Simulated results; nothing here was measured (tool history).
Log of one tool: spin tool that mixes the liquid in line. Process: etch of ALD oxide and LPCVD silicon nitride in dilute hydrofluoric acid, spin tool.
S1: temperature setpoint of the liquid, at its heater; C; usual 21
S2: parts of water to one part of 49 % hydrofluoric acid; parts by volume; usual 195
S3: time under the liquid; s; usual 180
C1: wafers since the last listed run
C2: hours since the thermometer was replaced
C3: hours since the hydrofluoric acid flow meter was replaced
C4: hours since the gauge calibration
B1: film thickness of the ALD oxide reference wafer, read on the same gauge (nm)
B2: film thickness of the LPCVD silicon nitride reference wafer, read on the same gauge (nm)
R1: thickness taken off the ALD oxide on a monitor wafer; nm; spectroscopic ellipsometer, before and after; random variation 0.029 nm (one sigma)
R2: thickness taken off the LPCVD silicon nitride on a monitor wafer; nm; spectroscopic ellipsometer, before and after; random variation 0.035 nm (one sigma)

Run 1, hour 0: usual settings but S1 18.5 C, S3 230 s; C1 0; C2 2238.7; C3 233.7; C4 80.5; B1 110.59; B2 80.431. Result: R1 8.11 nm, R2 0.452 nm.
Run 2, hour 12: usual settings but S3 240 s; C1 58; C2 2250.7; C3 245.7; C4 92.5; B1 110.67; B2 80.498. Result: R1 9.37 nm, R2 0.542 nm.
Run 3, hour 92: usual settings but S3 240 s; C1 388; C2 2330.7; C3 325.7; C4 172.5; B1 111.03; B2 80.769. Result: R1 9.36 nm, R2 0.504 nm.
Run 4, hour 117.7: usual settings; C1 124; C2 2356.4; C3 351.4; C4 198.2; B1 111.14; B2 80.827. Result: R1 7.05 nm, R2 0.465 nm.
Run 5, hour 139.5: usual settings but S2 120 parts by volume; C1 105; C2 2378.2; C3 373.2; C4 220; B1 111.17; B2 80.817. Result: R1 12.32 nm, R2 0.788 nm.
Run 6, hour 171.3: usual settings but S2 120 parts by volume; C1 154; C2 2410; C3 405; C4 251.8; B1 111.25; B2 80.878. Result: R1 12.38 nm, R2 0.588 nm.
Run 7, hour 197.9: usual settings; C1 129; C2 2436.6; C3 431.6; C4 278.4; B1 111.31; B2 80.931. Result: R1 7.08 nm, R2 0.404 nm.
Run 8, hour 214.2: usual settings; C1 79; C2 2452.9; C3 447.9; C4 294.7; B1 111.32; B2 80.969. Result: R1 7.1 nm, R2 0.414 nm.
At hour 235.5: thermometer replaced.
Run 9, hour 242: usual settings but S1 17 C; C1 130; C2 6.5; C3 475.7; C4 322.5; B1 111.34; B2 80.967. Result: R1 6.04 nm, R2 0.289 nm.
Run 10, hour 264: usual settings but S1 17 C; C1 106; C2 28.5; C3 497.7; C4 344.5; B1 111.36; B2 80.986. Result: R1 6.05 nm, R2 0.322 nm.
Run 11, hour 283.2: usual settings but S1 17 C; C1 93; C2 47.7; C3 516.9; C4 363.7; B1 111.38; B2 81.018. Result: R1 6.01 nm, R2 0.342 nm.
Run 12, hour 314.7: usual settings but S2 255 parts by volume, S3 80 s; C1 152; C2 79.2; C3 548.4; C4 395.2; B1 111.41; B2 80.995. Result: R1 2.26 nm, R2 0.159 nm.

Run 13 comes next. What will it give?
At hour 337.2: gauge calibrated.
Run 13, hour 351.5: usual settings but S1 25 C, S3 110 s; C1 178; C2 116; C3 585.2; C4 14.3; B1 ?; B2 ?. Result: R1 ?, R2 ?.

Run 13 gave B1 110.24, B2 80.17, R1 4.97 nm, R2 0.288 nm.
Without the tool's hidden state the same run would have given R1 4.96 nm, R2 0.287 nm.
